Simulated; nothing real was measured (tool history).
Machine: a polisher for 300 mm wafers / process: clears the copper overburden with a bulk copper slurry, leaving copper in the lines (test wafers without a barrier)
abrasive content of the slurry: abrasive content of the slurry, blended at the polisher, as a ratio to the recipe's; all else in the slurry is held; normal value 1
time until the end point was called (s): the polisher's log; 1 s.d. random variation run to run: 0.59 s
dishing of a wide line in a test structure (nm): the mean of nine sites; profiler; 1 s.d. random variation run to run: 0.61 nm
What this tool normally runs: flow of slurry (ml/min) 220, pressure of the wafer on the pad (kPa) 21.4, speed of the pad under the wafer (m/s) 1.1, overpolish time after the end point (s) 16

run,hour,flow of slurry (ml/min),pressure of the wafer on the pad (kPa),speed of the pad under the wafer (m/s),abrasive content of the slurry,overpolish time after the end point (s),"incoming thickness of the incoming film, nm",time until the end point was called (s),dishing of a wide line in a test structure (nm)
1,0,220,21.4,1.1,1,16,757.2,75.8,40.2
# hour 44.3: slurry nozzle cleaned
2,81.4,220,21.4,1.1,1,16,777.6,78.8,39.8
# hour 151.5: worn pad replaced by a new one
3,175.6,220,21.4,1.1,1,16,745.8,69.2,41.2
4,244,220,21.4,1.1,1,16,748.1,71.4,39.9
# hour 256.8: head pressure recalibrated
5,298.4,220,21.4,1.1,1,16,754.4,67,42
6,531.2,220,21.4,1.1,1.2,16,759.8,67.5,41.2
# hour 593.6: slurry blender recalibrated
7,631,220,27.6,1.1,1,16,777.9,60.3,42.2
# hour 668.9: slurry nozzle cleaned
8,683.7,220,21.4,1.1,1,16,752.5,73.9,40.3
# hour 757.8: worn pad replaced by a new one
9,760.9,220,21.4,1.1,1,13,773.2,70,40.3
10,799.1,155,21.4,1.1,1,10,762.6,71.8,37.3
11,900,245,21.4,1.3,1,16,764.5,61.7,41
# hour 950.2: head pressure recalibrated
12,1001.6,220,21.4,0.94,1.25,16,762.7,75.5,40.8
13,1058.7,220,25.5,0.82,1.2,16,769.9,78,40.4
14,1137,220,21.4,1.1,0.8,20,770.7,73.9,41.1
# hour 1228.4: slurry blender recalibrated
15,1236.1,220,21.4,1.1,1,16,763.4,72,40.6
# hour 1273.1: slurry nozzle cleaned
16,1307.1,220,21.4,0.76,1.15,16,744.2,101.3,37.6
# hour 1333.3: worn pad replaced by a new one
17,1365.4,175,21.4,1.1,1,22,751.9,68.8,41.2
18,1419.4,220,21.4,1.1,1,16,752.5,67.7,40.7
19,1491,285,21.4,1.1,1.25,22,755.9,64.6,42.8
20,1560.6,295,23.4,1.1,1.2,16,763.3,61.7,41.2
21,1637.7,220,21.4,1.1,1,16,761.9,75.8,39.8
# hour 1642.6: head pressure recalibrated
22,1694,220,18.6,1.1,1,16,762.6,79.7,39.7
23,1788.8,220,21.4,1.1,1,16,754.2,71.7,40.2
24,1852.1,200,21.4,0.76,1,16,769.9,107.5,37.5
# hour 1865.2: slurry blender recalibrated
# hour 1915: slurry nozzle cleaned
25,1953.2,260,21.4,1.1,1,8,772.1,74.2,33.3
# hour 1985.1: worn pad replaced by a new one
26,1996.1,220,21.4,1.1,1.3,16,758.5,63.3,41.3
27,2100.6,220,18.6,0.78,0.75,21,762.6,114.6,37.8

Consider 5 possible next runs. They are alternatives, not a sequence: every one starts from the tool as it was left by run 27. What does each give?
A,2101,220,21.4,1.1,0.9,16,756.4,?,?
B,2101,220,21.4,0.86,1.15,16,756.4,?,?
C,2101,285,17.9,1.1,1,9,756.4,?,?
D,2101,270,15.9,0.76,0.85,16,756.4,?,?
E,2101,220,17.2,0.72,1,16,756.4,?,?

run,time until the end point was called (s),dishing of a wide line in a test structure (nm)
A,70.2,39.9
B,85.6,38.6
C,77.7,33
D,128.6,33.6
E,125.5,34.1
With the hidden condition removed and each run's random variation left untouched, the same runs would have given:
run,time until the end point was called (s),dishing of a wide line in a test structure (nm)
A,64.8,40.5
B,79,39.4
C,71.7,34.2
D,118.7,34.7
E,115.8,35.2
